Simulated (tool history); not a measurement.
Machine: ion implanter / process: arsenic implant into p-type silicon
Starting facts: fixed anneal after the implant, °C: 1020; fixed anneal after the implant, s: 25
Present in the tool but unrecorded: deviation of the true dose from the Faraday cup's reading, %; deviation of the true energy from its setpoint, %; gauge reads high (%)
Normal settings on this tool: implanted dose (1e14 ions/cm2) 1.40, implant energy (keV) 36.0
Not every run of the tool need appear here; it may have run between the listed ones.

run	hour	implanted dose (1e14 ions/cm2)	implant energy (keV)	wafers since the last listed run	hours since the last dose calibration	hours since the extraction supply was calibrated	hours since the gauge calibration	read-back reference wafer on the same gauge, sheet resistance	sheet resistance of the implanted and annealed layer (ohm/square)
1	0.0	1.40	36.0	0	1880.5	4230.0	138.9	500.97	440.52
2	15.0	1.40	27.5	236	1895.5	4245.0	153.9	500.62	458.21
3	32.5	1.40	27.5	276	1913.0	4262.5	171.4	501.27	462.14
4	49.1	1.40	36.0	261	1929.6	4279.1	188.0	500.34	444.29
5	60.6	1.40	33.0	181	1941.1	4290.6	199.5	501.83	442.59
6	72.1	1.40	36.0	181	1952.6	4302.1	211.0	500.62	440.81
7	79.9	1.40	36.0	123	1960.4	4309.9	218.8	501.00	438.64
8	96.3	1.60	36.0	258	1976.8	4326.3	235.2	501.10	401.82
9	133.3	1.60	36.0	583	2013.8	4363.3	272.2	501.30	402.92
10	140.8	1.60	36.0	118	2021.3	4370.8	279.7	501.00	402.80
11	153.0	1.40	36.0	192	2033.5	4383.0	291.9	500.93	439.20
12	168.3	1.40	36.0	241	2048.8	4398.3	307.2	500.81	443.86
13	178.7	1.40	36.0	164	2059.2	4408.7	317.6	500.23	443.64
14	191.8	1.40	36.0	206	2072.3	4421.8	330.7	501.29	440.36
# hour 200.4: Faraday cup replaced and dose calibrated
15	204.1	1.40	36.0	67	3.7	4434.1	343.0	501.44	434.59
16	220.7	1.40	36.0	261	20.3	4450.7	359.6	501.20	440.74
17	227.9	1.40	36.0	113	27.5	4457.9	366.8	500.05	440.60
18	237.0	1.06	26.0	143	36.6	4467.0	375.9	500.70	563.91
19	249.3	1.40	46.0	194	48.9	4479.3	388.2	500.88	416.73
20	255.5	1.40	36.0	97	55.1	4485.5	394.4	500.86	443.01
21	268.7	1.71	31.0	208	68.3	4498.7	407.6	501.31	387.52
22	282.1	1.40	36.0	211	81.7	4512.1	421.0	500.93	439.72
23	296.8	1.54	32.0	231	96.4	4526.8	435.7	500.99	417.35
# hour 315.4: extraction supply calibrated
24	315.9	1.07	40.5	175	115.5	0.5	454.8	501.28	517.60
25	317.9	1.40	36.0	31	117.5	2.5	456.8	500.40	437.07
26	331.6	1.52	32.0	216	131.2	16.2	470.5	501.00	423.78
27	348.8	1.52	46.0	271	148.4	33.4	487.7	500.43	401.71
28	386.6	1.40	30.0	596	186.2	71.2	525.5	500.86	460.51
# hour 398.3: gauge calibrated
29	410.6	1.29	24.0	378	210.2	95.2	12.3	501.78	502.77
30	422.3	1.75	43.5	184	221.9	106.9	24.0	501.13	366.53
31	437.9	1.71	36.0	246	237.5	122.5	39.6	501.28	382.56
32	449.7	1.40	30.0	186	249.3	134.3	51.4	501.19	454.42
33	463.4	1.40	25.0	216	263.0	148.0	65.1	500.76	466.69
34	476.5	1.04	25.0	206	276.1	161.1	78.2	500.87	575.48
35	492.7	1.40	36.0	255	292.3	177.3	94.4	501.52	438.69
36	505.0	1.59	31.5	194	304.6	189.6	106.7	499.98	411.07
37	518.1	1.70	24.5	206	317.7	202.7	119.8	500.69	405.16

Across each entry between runs, compare the hidden state at the last listed run before it with the hidden state at the first listed run after it:
Logged between run 14 and run 15: Faraday cup replaced and dose calibrated (hour 200.4)
  nothing in the hidden state changes from one run to the other
Logged between run 23 and run 24: extraction supply calibrated (hour 315.4)
  nothing in the hidden state changes from one run to the other
Logged between run 28 and run 29: gauge calibrated (hour 398.3)
  nothing in the hidden state changes from one run to the other
